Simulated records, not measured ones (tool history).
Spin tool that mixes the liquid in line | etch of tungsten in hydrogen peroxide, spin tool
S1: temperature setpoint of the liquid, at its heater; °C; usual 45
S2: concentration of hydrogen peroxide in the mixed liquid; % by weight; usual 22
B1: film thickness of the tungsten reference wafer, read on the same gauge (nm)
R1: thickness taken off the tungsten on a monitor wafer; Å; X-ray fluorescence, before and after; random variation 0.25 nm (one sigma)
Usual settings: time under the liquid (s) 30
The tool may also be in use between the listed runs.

{"run": 1, "hour": 0.0, "S1": 45, "S2": 22, "time under the liquid (s)": 40, "B1": 49.99, "R1": 393.5}
{"run": 2, "hour": 99.5, "S1": 45, "S2": 22, "time under the liquid (s)": 40, "B1": 49.99, "R1": 395.4}
{"run": 3, "hour": 164.3, "S1": 45, "S2": 22, "time under the liquid (s)": 30, "B1": 50.02, "R1": 297.3}
{"hour": 191.5, "done": "peroxide flow meter replaced"}
{"hour": 255.6, "done": "new drum of peroxide connected"}
{"run": 4, "hour": 263.9, "S1": 45, "S2": 22, "time under the liquid (s)": 30, "B1": 50.01, "R1": 294.8}
{"run": 5, "hour": 346.3, "S1": 45, "S2": 22, "time under the liquid (s)": 20, "B1": 50.02, "R1": 196.5}
{"run": 6, "hour": 383.6, "S1": 41.5, "S2": 22, "time under the liquid (s)": 50, "B1": 49.99, "R1": 391.9}
{"run": 7, "hour": 481.4, "S1": 35.5, "S2": 19.5, "time under the liquid (s)": 40, "B1": 49.99, "R1": 198.5}
{"run": 8, "hour": 577.9, "S1": 49.5, "S2": 22, "time under the liquid (s)": 40, "B1": 49.98, "R1": 525.6}
{"run": 9, "hour": 633.5, "S1": 45, "S2": 22, "time under the liquid (s)": 30, "B1": 49.99, "R1": 293.5}
{"hour": 649.8, "done": "gauge calibrated"}
{"run": 10, "hour": 727.6, "S1": 49.5, "S2": 22, "time under the liquid (s)": 40, "B1": 50.02, "R1": 527}
{"hour": 786.5, "done": "thermometer replaced, repeated, since the last time left the tool worse"}
{"run": 11, "hour": 853.3, "S1": 45, "S2": 17, "time under the liquid (s)": 30, "B1": 49.98, "R1": 278.4}
{"run": 12, "hour": 929.5, "S1": 41.5, "S2": 19, "time under the liquid (s)": 40, "B1": 49.99, "R1": 315.6}
{"hour": 936.4, "done": "new drum of peroxide connected"}
{"hour": 971.8, "done": "heated supply line repaired"}
{"run": 13, "hour": 988.3, "S1": 39.5, "S2": 22, "time under the liquid (s)": 15, "B1": 49.98, "R1": 111.5}
{"run": 14, "hour": 1078.1, "S1": 45, "S2": 22, "time under the liquid (s)": 30, "B1": 49.98, "R1": 319.2}
{"hour": 1149.2, "done": "peroxide flow meter replaced"}
{"run": 15, "hour": 1166.6, "S1": 41, "S2": 17.5, "time under the liquid (s)": 15, "B1": 50.03, "R1": 109.9}
{"run": 16, "hour": 1272.1, "S1": 45, "S2": 22, "time under the liquid (s)": 30, "B1": 49.99, "R1": 311.7}
{"run": 17, "hour": 1332.5, "S1": 45, "S2": 22, "time under the liquid (s)": 30, "B1": 49.98, "R1": 312.5}
{"run": 18, "hour": 1392.2, "S1": 45, "S2": 17, "time under the liquid (s)": 30, "B1": 49.98, "R1": 277.6}
{"run": 19, "hour": 1444.8, "S1": 45, "S2": 22, "time under the liquid (s)": 50, "B1": 49.99, "R1": 524.2}
{"run": 20, "hour": 1540.6, "S1": 39, "S2": 23.5, "time under the liquid (s)": 20, "B1": 49.99, "R1": 148.7}
{"run": 21, "hour": 1588.3, "S1": 39.5, "S2": 24, "time under the liquid (s)": 15, "B1": 49.98, "R1": 116.5}
{"run": 22, "hour": 1686.9, "S1": 45, "S2": 24.5, "time under the liquid (s)": 40, "B1": 49.99, "R1": 444.6}
{"hour": 1768.2, "done": "new drum of peroxide connected"}
{"run": 23, "hour": 1789.5, "S1": 40, "S2": 26.5, "time under the liquid (s)": 35, "B1": 50.01, "R1": 294.1}
{"run": 24, "hour": 1845.9, "S1": 45, "S2": 24, "time under the liquid (s)": 30, "B1": 49.98, "R1": 320.6}
{"run": 25, "hour": 1892.7, "S1": 45, "S2": 22, "time under the liquid (s)": 30, "B1": 49.99, "R1": 313.1}

5 ways to go on from here, each from the tool as it stands after run 25. What would each give?
{"run": "A", "hour": 1893.1, "S1": 45, "S2": 22, "time under the liquid (s)": 15, "B1": "?", "R1": "?"}
{"run": "B", "hour": 1893.1, "S1": 45, "S2": 25.5, "time under the liquid (s)": 45, "B1": "?", "R1": "?"}
{"run": "C", "hour": 1893.1, "S1": 40, "S2": 19.5, "time under the liquid (s)": 30, "B1": "?", "R1": "?"}
{"run": "D", "hour": 1893.1, "S1": 48, "S2": 22, "time under the liquid (s)": 30, "B1": "?", "R1": "?"}
{"run": "E", "hour": 1893.1, "S1": 50, "S2": 22, "time under the liquid (s)": 30, "B1": "?", "R1": "?"}

run=A B1=50 R1=156.5
run=B B1=50 R1=505.6
run=C B1=50 R1=213.8
run=D B1=50 R1=377.8
run=E B1=50 R1=427.4
Without the tool's hidden state the same runs would have given:
run=A R1=160.9
run=B R1=519.5
run=C R1=219.9
run=D R1=388
run=E R1=438.8

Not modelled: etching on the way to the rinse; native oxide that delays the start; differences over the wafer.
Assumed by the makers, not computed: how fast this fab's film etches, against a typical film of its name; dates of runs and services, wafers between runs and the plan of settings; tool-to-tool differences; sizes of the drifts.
